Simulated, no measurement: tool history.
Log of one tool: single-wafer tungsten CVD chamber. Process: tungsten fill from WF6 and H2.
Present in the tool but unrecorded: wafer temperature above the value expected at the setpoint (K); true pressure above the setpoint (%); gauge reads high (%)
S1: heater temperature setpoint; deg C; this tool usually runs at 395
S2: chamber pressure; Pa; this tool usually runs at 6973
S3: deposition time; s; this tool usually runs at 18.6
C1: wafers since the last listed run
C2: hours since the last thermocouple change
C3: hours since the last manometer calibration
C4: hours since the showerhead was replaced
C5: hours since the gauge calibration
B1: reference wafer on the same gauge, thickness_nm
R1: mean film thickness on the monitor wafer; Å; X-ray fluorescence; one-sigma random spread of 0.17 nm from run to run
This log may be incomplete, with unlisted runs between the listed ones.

run 1 hour=0 | S1=390 S2=6973 S3=18.6 | C1=0 C2=1380.2 C3=2594.4 C4=5665 C5=179.6 | B1=65.369 | R1=501.04
run 2 hour=16.4 | S1=395 S2=6973 S3=16.4 | C1=565 C2=1396.6 C3=2610.8 C4=5681.4 C5=196 | B1=65.429 | R1=480.15
run 3 hour=33.8 | S1=395 S2=6973 S3=18.6 | C1=600 C2=1414 C3=2628.2 C4=5698.8 C5=213.4 | B1=65.439 | R1=544.96
run 4 hour=50.7 | S1=395 S2=6973 S3=18.6 | C1=583 C2=1430.9 C3=2645.1 C4=5715.7 C5=230.3 | B1=65.402 | R1=544.78
run 5 hour=76.6 | S1=395 S2=6973 S3=18.6 | C1=893 C2=1456.8 C3=2671 C4=5741.6 C5=256.2 | B1=65.398 | R1=545.31
run 6 hour=102.5 | S1=395 S2=6973 S3=18.6 | C1=893 C2=1482.7 C3=2696.9 C4=5767.5 C5=282.1 | B1=65.393 | R1=545.59
run 7 hour=120.8 | S1=395 S2=6973 S3=18.6 | C1=631 C2=1501 C3=2715.2 C4=5785.8 C5=300.4 | B1=65.372 | R1=545.14
run 8 hour=145.1 | S1=395 S2=6973 S3=19.6 | C1=838 C2=1525.3 C3=2739.5 C4=5810.1 C5=324.7 | B1=65.378 | R1=574.2
run 9 hour=172.8 | S1=395 S2=6973 S3=19.4 | C1=955 C2=1553 C3=2767.2 C4=5837.8 C5=352.4 | B1=65.463 | R1=566.09
-- hour=191.1 showerhead replaced
run 10 hour=191.6 | S1=395 S2=6973 S3=19.4 | C1=372 C2=1571.8 C3=2786 C4=0.5 C5=371.2 | B1=65.379 | R1=568.89
run 11 hour=203.7 | S1=391 S2=6346 S3=17 | C1=417 C2=1583.9 C3=2798.1 C4=12.6 C5=383.3 | B1=65.385 | R1=438.96
run 12 hour=230.1 | S1=409 S2=8653 S3=19.6 | C1=910 C2=1610.3 C3=2824.5 C4=39 C5=409.7 | B1=65.496 | R1=798.88
-- hour=269.5 thermocouple changed; heater temperature recalibrated
run 13 hour=270 | S1=395 S2=6973 S3=18.6 | C1=1100 C2=0.5 C3=2864.4 C4=78.9 C5=449.6 | B1=65.388 | R1=602.71
run 14 hour=286.1 | S1=390 S2=7453 S3=21.2 | C1=555 C2=16.6 C3=2880.5 C4=95 C5=465.7 | B1=65.356 | R1=655.29
-- hour=316 capacitance manometer re-zeroed and calibrated
run 15 hour=317.9 | S1=405 S2=6973 S3=15.9 | C1=821 C2=48.4 C3=1.9 C4=126.8 C5=497.5 | B1=65.418 | R1=602.05
run 16 hour=342.7 | S1=409 S2=6053 S3=16.8 | C1=855 C2=73.2 C3=26.7 C4=151.6 C5=522.3 | B1=65.418 | R1=625.94
-- hour=349.5 gauge calibrated
run 17 hour=374 | S1=395 S2=6973 S3=15.5 | C1=1079 C2=104.5 C3=58 C4=182.9 C5=24.5 | B1=65.34 | R1=492.45
run 18 hour=402.6 | S1=395 S2=6973 S3=18.6 | C1=986 C2=133.1 C3=86.6 C4=211.5 C5=53.1 | B1=65.372 | R1=591.22
run 19 hour=420.1 | S1=400 S2=5240 S3=21.9 | C1=603 C2=150.6 C3=104.1 C4=229 C5=70.6 | B1=65.369 | R1=648.98
run 20 hour=455.4 | S1=402 S2=8013 S3=20.9 | C1=1217 C2=185.9 C3=139.4 C4=264.3 C5=105.9 | B1=65.377 | R1=794.63
run 21 hour=470.1 | S1=383 S2=8639 S3=22.1 | C1=507 C2=200.6 C3=154.1 C4=279 C5=120.6 | B1=65.458 | R1=630.65

Predict each of these 5 candidate next runs independently; none follows another, all start after run 21:
run A hour=470.5 | S1=395 S2=6973 S3=18.6 | C1=13 C2=201 C3=154.5 C4=279.4 C5=121 | B1=? | R1=?
run B hour=470.5 | S1=407 S2=5613 S3=15.1 | C1=13 C2=201 C3=154.5 C4=279.4 C5=121 | B1=? | R1=?
run C hour=470.5 | S1=395 S2=7733 S3=18.6 | C1=13 C2=201 C3=154.5 C4=279.4 C5=121 | B1=? | R1=?
run D hour=470.5 | S1=382 S2=7599 S3=20.9 | C1=13 C2=201 C3=154.5 C4=279.4 C5=121 | B1=? | R1=?
run E hour=470.5 | S1=404 S2=7853 S3=18.6 | C1=13 C2=201 C3=154.5 C4=279.4 C5=121 | B1=? | R1=?

run=A B1=65.385 R1=583.23
run=B B1=65.385 R1=512.17
run=C B1=65.385 R1=614.36
run=D B1=65.385 R1=547.28
run=E B1=65.385 R1=717.46
With the hidden condition removed and each run's random variation left untouched, the same runs would have given:
run=A R1=605.15
run=B R1=530.13
run=C R1=637.45
run=D R1=569.09
run=E R1=742.82
